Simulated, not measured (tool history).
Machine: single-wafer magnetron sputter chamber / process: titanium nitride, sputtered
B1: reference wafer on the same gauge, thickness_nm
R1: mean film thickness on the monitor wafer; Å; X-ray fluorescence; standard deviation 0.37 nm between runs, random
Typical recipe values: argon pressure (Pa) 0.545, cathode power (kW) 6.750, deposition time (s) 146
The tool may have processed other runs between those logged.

Run 1, hour 0.0: usual settings; B1 173.964. Result: R1 1697.65 Å.
Run 2, hour 15.8: usual settings but deposition time (s) 157; B1 174.046. Result: R1 1828.37 Å.
Run 3, hour 33.6: usual settings but deposition time (s) 157; B1 173.903. Result: R1 1824.63 Å.
Run 4, hour 50.4: usual settings but deposition time (s) 157; B1 173.921. Result: R1 1823.57 Å.
Run 5, hour 65.9: usual settings; B1 174.119. Result: R1 1694.33 Å.
Run 6, hour 81.3: usual settings; B1 174.062. Result: R1 1696.15 Å.
Run 7, hour 90.6: usual settings; B1 174.161. Result: R1 1696.74 Å.
Run 8, hour 118.5: usual settings; B1 174.007. Result: R1 1691.79 Å.
Run 9, hour 133.6: usual settings but deposition time (s) 158; B1 173.964. Result: R1 1833.28 Å.
Run 10, hour 140.0: usual settings but deposition time (s) 158; B1 174.032. Result: R1 1833.05 Å.
Run 11, hour 151.9: usual settings but deposition time (s) 158; B1 173.899. Result: R1 1838.09 Å.
Run 12, hour 168.0: usual settings but argon pressure (Pa) 0.459; B1 174.118. Result: R1 1753.56 Å.
Run 13, hour 181.7: usual settings but argon pressure (Pa) 0.459; B1 174.183. Result: R1 1744.08 Å.
Run 14, hour 194.9: usual settings but argon pressure (Pa) 0.644, cathode power (kW) 5.800; B1 174.095. Result: R1 1450.94 Å.
Run 15, hour 210.3: usual settings but argon pressure (Pa) 0.644, cathode power (kW) 5.800; B1 174.030. Result: R1 1450.22 Å.
Run 16, hour 231.3: usual settings but argon pressure (Pa) 0.456, cathode power (kW) 7.650, deposition time (s) 132; B1 173.879. Result: R1 1764.09 Å.
Run 17, hour 231.7: usual settings but argon pressure (Pa) 0.464, cathode power (kW) 5.100, deposition time (s) 124; B1 173.926. Result: R1 1182.20 Å.
Run 18, hour 247.2: usual settings but cathode power (kW) 6.300, deposition time (s) 137; B1 173.998. Result: R1 1508.44 Å.
Run 19, hour 258.4: usual settings but argon pressure (Pa) 0.405; B1 173.889. Result: R1 1782.47 Å.
Run 20, hour 274.6: usual settings; B1 174.051. Result: R1 1703.46 Å.
Run 21, hour 290.3: usual settings; B1 173.882. Result: R1 1697.80 Å.
Run 22, hour 300.9: usual settings but argon pressure (Pa) 0.613, cathode power (kW) 7.800, deposition time (s) 123; B1 173.958. Result: R1 1573.93 Å.
Run 23, hour 308.1: usual settings but cathode power (kW) 6.200; B1 174.065. Result: R1 1580.79 Å.
Run 24, hour 353.8: usual settings but argon pressure (Pa) 0.658, cathode power (kW) 5.950, deposition time (s) 175; B1 173.783. Result: R1 1765.21 Å.
Run 25, hour 369.5: usual settings but cathode power (kW) 7.750; B1 174.109. Result: R1 1911.57 Å.
Run 26, hour 376.2: usual settings but cathode power (kW) 7.500; B1 173.850. Result: R1 1860.19 Å.
Run 27, hour 383.2: usual settings but argon pressure (Pa) 0.405; B1 174.067. Result: R1 1782.20 Å.
Run 28, hour 392.5: usual settings but argon pressure (Pa) 0.471, cathode power (kW) 7.800, deposition time (s) 135; B1 174.029. Result: R1 1826.90 Å.
Run 29, hour 400.8: usual settings but argon pressure (Pa) 0.460, cathode power (kW) 5.400, deposition time (s) 136; B1 173.869. Result: R1 1355.52 Å.
Run 30, hour 408.9: usual settings but argon pressure (Pa) 0.721, cathode power (kW) 7.400, deposition time (s) 135; B1 174.132. Result: R1 1595.71 Å.
Run 31, hour 416.8: usual settings but cathode power (kW) 7.850, deposition time (s) 166; B1 173.947. Result: R1 2196.48 Å.
Run 32, hour 427.8: usual settings but deposition time (s) 118; B1 173.890. Result: R1 1375.67 Å.
Run 33, hour 437.0: usual settings; B1 174.076. Result: R1 1704.45 Å.
Run 34, hour 444.7: usual settings but deposition time (s) 166; B1 173.994. Result: R1 1926.47 Å.
Run 35, hour 459.4: usual settings; B1 174.085. Result: R1 1695.70 Å.

Not shown: 4 entries that the log had between the listed runs. Between which runs, and how does the tool's hidden state differ before and after?
In the gap between runs 15 and 16: sputter target and shields replaced (hour 225.9); capacitance manometer re-zeroed and calibrated (hour 230.8)
  nothing in the hidden state changes from one run to the other
In the gap between runs 17 and 18: magnet pack replaced (hour 243.2)
  nothing in the hidden state changes from one run to the other
In the gap between runs 19 and 20: gauge calibrated (hour 272.3)
  nothing in the hidden state changes from one run to the other

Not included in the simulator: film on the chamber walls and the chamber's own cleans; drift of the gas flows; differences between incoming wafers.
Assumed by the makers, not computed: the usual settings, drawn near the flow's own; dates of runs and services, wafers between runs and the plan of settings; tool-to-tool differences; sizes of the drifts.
